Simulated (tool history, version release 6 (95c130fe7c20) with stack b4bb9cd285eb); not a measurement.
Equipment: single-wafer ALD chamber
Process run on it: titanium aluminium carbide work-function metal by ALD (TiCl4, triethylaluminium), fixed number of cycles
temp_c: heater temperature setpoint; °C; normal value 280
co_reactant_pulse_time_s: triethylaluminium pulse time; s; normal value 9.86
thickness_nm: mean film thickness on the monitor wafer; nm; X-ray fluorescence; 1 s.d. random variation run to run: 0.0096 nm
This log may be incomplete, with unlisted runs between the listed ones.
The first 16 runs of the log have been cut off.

run,hour,temp_c,co_reactant_pulse_time_s,"read-back reference wafer on the same gauge, thickness_nm",thickness_nm
17,779.6,280,9.86,2.162,1.844
# hour 812.7: gauge calibrated
# hour 838: showerhead replaced
18,838.5,280,13.46,2.16,1.899
19,904.8,280,13.59,2.158,1.912
20,943.2,280,9.86,2.162,1.805
21,983.1,286,6.31,2.161,1.548
22,1020,291,9.86,2.159,1.914
23,1073.1,288,9.86,2.159,1.872
24,1135,274,12.13,2.16,1.802
25,1194.6,291,11.18,2.16,1.927
26,1235.4,284,9.86,2.161,1.814
# hour 1255: triethylaluminium bottle replaced
27,1281.2,267,9.86,2.158,1.752
28,1325.2,280,8.74,2.16,1.835
29,1531.1,280,8.74,2.159,1.814
30,1573.5,280,11.99,2.162,1.925
31,1604.8,276,9.86,2.157,1.85
32,1660.5,275,7.73,2.163,1.712
33,1726.4,280,6.92,2.163,1.692

Predict each of these 4 candidate next runs independently; none follows another, all start after run 33:
A,1726.8,273,9.86,?,?
B,1726.8,293,9.86,?,?
C,1726.8,276,11.32,?,?
D,1726.8,276,6.36,?,?

run,"read-back reference wafer on the same gauge, thickness_nm",thickness_nm
A,2.16,1.818
B,2.16,2
C,2.16,1.88
D,2.16,1.609
Take away the tool's hidden state, keep each run's random variation, and the runs would have read:
run,thickness_nm
A,1.832
B,2.015
C,1.889
D,1.641
